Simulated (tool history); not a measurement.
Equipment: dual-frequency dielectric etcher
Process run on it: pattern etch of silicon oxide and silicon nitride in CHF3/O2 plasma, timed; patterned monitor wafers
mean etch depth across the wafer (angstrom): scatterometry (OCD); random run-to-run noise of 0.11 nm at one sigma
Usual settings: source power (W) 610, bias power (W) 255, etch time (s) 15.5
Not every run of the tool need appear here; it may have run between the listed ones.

| run | hour | source power (W) | bias power (W) | etch time (s) | wafers since the last listed run | hours since the last wet clean | hours since the last source power generator calibration | hours since the last bias power generator calibration | hours since the last upper electrode change | hours since the gauge calibration | read-back reference wafer on the same gauge, depth_nm | mean etch depth across the wafer (angstrom) |
|---|---|---|---|---|---|---|---|---|---|---|---|---|
| 1 | 0 | 610 | 212 | 15.5 | 0 | 501.8 | 2047.7 | 3842.3 | 2717.9 | 12.8 | 32.79 | 270.4 |
| 2 | 15.2 | 610 | 212 | 15.5 | 303 | 517 | 2062.9 | 3857.5 | 2733.1 | 28 | 32.8 | 270.6 |
| 3 | 28.2 | 610 | 220 | 18 | 259 | 530 | 2075.9 | 3870.5 | 2746.1 | 41 | 32.78 | 320.2 |
| 4 | 37.8 | 610 | 220 | 18 | 191 | 539.6 | 2085.5 | 3880.1 | 2755.7 | 50.6 | 32.76 | 324.1 |
| 5 | 55.2 | 610 | 220 | 18 | 347 | 557 | 2102.9 | 3897.5 | 2773.1 | 68 | 32.81 | 322.4 |
| 6 | 63.1 | 610 | 255 | 15.5 | 157 | 564.9 | 2110.8 | 3905.4 | 2781 | 75.9 | 32.73 | 300 |
| 7 | 78.5 | 610 | 255 | 15.5 | 307 | 580.3 | 2126.2 | 3920.8 | 2796.4 | 91.3 | 32.79 | 300.5 |
| 8 | 88.1 | 660 | 255 | 15.5 | 191 | 589.9 | 2135.8 | 3930.4 | 2806 | 100.9 | 32.86 | 313.3 |
|  | 93.5 | gauge calibrated |
| 9 | 103.5 | 660 | 255 | 15.5 | 307 | 605.3 | 2151.2 | 3945.8 | 2821.4 | 10 | 32.77 | 311.9 |
|  | 129.6 | wet clean of the chamber |
| 10 | 130.1 | 470 | 255 | 17.5 | 51 | 0.5 | 2177.8 | 3972.4 | 2848 | 36.6 | 32.79 | 287 |
| 11 | 130.4 | 690 | 255 | 15.5 | 5 | 0.8 | 2178.1 | 3972.7 | 2848.3 | 36.9 | 32.82 | 297.9 |
|  | 146.3 | source power generator calibrated |
|  | 149.9 | bias power generator calibrated |
|  | 160.9 | upper electrode replaced |
| 12 | 161.4 | 610 | 215 | 11 | 248 | 31.8 | 15.1 | 11.5 | 0.5 | 67.9 | 32.83 | 184.2 |
| 13 | 161.7 | 610 | 255 | 12 | 5 | 32.1 | 15.4 | 11.8 | 0.8 | 68.2 | 32.83 | 219.6 |
| 14 | 162 | 610 | 208 | 15.5 | 5 | 32.4 | 15.7 | 12.1 | 1.1 | 68.5 | 32.77 | 254.4 |
| 15 | 170.6 | 510 | 226 | 20 | 171 | 41 | 24.3 | 20.7 | 9.7 | 77.1 | 32.8 | 318.4 |
| 16 | 183 | 690 | 255 | 15.5 | 247 | 53.4 | 36.7 | 33.1 | 22.1 | 89.5 | 32.83 | 298.5 |
| 17 | 196.5 | 610 | 255 | 15.5 | 269 | 66.9 | 50.2 | 46.6 | 35.6 | 103 | 32.83 | 286.7 |
| 18 | 202.8 | 470 | 212 | 19 | 125 | 73.2 | 56.5 | 52.9 | 41.9 | 109.3 | 32.81 | 281.6 |

Same runs, no hidden state in the tool, same run-to-run variation:
Hidden conditions of the tool in this case: etch rate over this chamber's usual, %; source power that arrives over what is set, %; bias power that arrives over what is set, %; gauge reads high (%).
| run | mean etch depth across the wafer (angstrom) |
|---|---|
| 1 | 257.5 |
| 2 | 257.4 |
| 3 | 304.3 |
| 4 | 307.8 |
| 5 | 305.7 |
| 6 | 284.2 |
| 7 | 284.3 |
| 8 | 296.2 |
| 9 | 294.5 |
| 10 | 288.6 |
| 11 | 299.6 |
| 12 | 184.7 |
| 13 | 220.2 |
| 14 | 255.1 |
| 15 | 319 |
| 16 | 298.8 |
| 17 | 286.6 |
| 18 | 281.4 |
